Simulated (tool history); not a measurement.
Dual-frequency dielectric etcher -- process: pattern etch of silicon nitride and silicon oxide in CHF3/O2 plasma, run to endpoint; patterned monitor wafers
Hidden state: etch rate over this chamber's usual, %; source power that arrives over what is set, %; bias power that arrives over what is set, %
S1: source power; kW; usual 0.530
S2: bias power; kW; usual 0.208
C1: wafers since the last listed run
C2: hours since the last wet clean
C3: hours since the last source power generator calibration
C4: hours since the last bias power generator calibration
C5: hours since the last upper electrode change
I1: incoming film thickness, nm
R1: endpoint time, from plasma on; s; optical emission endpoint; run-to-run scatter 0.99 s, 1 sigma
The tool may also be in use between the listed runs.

Run 1, hour 0.0: usual settings; C1 0; C2 474.5; C3 2998.3; C4 2341.0; C5 4204.3; I1 227.4. Result: R1 147.8 s.
Run 2, hour 17.9: usual settings; C1 159; C2 492.4; C3 3016.2; C4 2358.9; C5 4222.2; I1 226.5. Result: R1 146.1 s.
Run 3, hour 37.2: usual settings but S2 0.196 kW; C1 171; C2 511.7; C3 3035.5; C4 2378.2; C5 4241.5; I1 227.1. Result: R1 149.3 s.
Run 4, hour 61.2: usual settings but S2 0.196 kW; C1 213; C2 535.7; C3 3059.5; C4 2402.2; C5 4265.5; I1 229.4. Result: R1 150.0 s.
Run 5, hour 73.3: usual settings but S1 0.500 kW, S2 0.180 kW; C1 107; C2 547.8; C3 3071.6; C4 2414.3; C5 4277.6; I1 227.7. Result: R1 155.0 s.
Run 6, hour 87.8: usual settings; C1 128; C2 562.3; C3 3086.1; C4 2428.8; C5 4292.1; I1 230.2. Result: R1 148.1 s.
Run 7, hour 102.5: usual settings but S2 0.221 kW; C1 130; C2 577.0; C3 3100.8; C4 2443.5; C5 4306.8; I1 227.2. Result: R1 142.4 s.
At hour 136.9: wet clean of the chamber.
Run 8, hour 137.9: usual settings but S2 0.191 kW; C1 101; C2 1.0; C3 3136.2; C4 2478.9; C5 4342.2; I1 229.9. Result: R1 160.7 s.
Run 9, hour 161.7: usual settings; C1 211; C2 24.8; C3 3160.0; C4 2502.7; C5 4366.0; I1 228.5. Result: R1 155.2 s.
At hour 179.4: bias power generator calibrated.
At hour 190.8: upper electrode replaced.
Run 10, hour 195.3: usual settings but S1 0.480 kW, S2 0.182 kW; C1 161; C2 58.4; C3 3193.6; C4 15.9; C5 4.5; I1 228.7. Result: R1 166.9 s.
Run 11, hour 216.4: usual settings but S1 0.620 kW, S2 0.175 kW; C1 187; C2 79.5; C3 3214.7; C4 37.0; C5 25.6; I1 229.2. Result: R1 151.9 s.
At hour 238.8: source power generator calibrated.
Run 12, hour 249.7: usual settings but S1 0.420 kW, S2 0.170 kW; C1 260; C2 112.8; C3 10.9; C4 70.3; C5 58.9; I1 226.3. Result: R1 174.9 s.
Run 13, hour 278.5: usual settings but S2 0.160 kW; C1 255; C2 141.6; C3 39.7; C4 99.1; C5 87.7; I1 228.9. Result: R1 165.0 s.
Run 14, hour 307.0: usual settings but S1 0.430 kW, S2 0.188 kW; C1 253; C2 170.1; C3 68.2; C4 127.6; C5 116.2; I1 227.2. Result: R1 168.2 s.
Run 15, hour 331.3: usual settings but S2 0.191 kW; C1 215; C2 194.4; C3 92.5; C4 151.9; C5 140.5; I1 229.7. Result: R1 154.9 s.

Hidden state or all else? Some run-to-run changes of R1, split into what the settings, what came in and random variation would give without the hidden state, and what is left for the hidden state (with any gauge scatter that isn't in both results):
Run 7 -> 8: S2 0.221 -> 0.191, wet clean of the chamber. R1 +18.3 s: hidden state +8.0, all else +10.3.
Run 11 -> 12: S1 0.620 -> 0.420, S2 0.175 -> 0.170, source power generator calibrated. R1 +23.0 s: hidden state -0.9, all else +23.9.
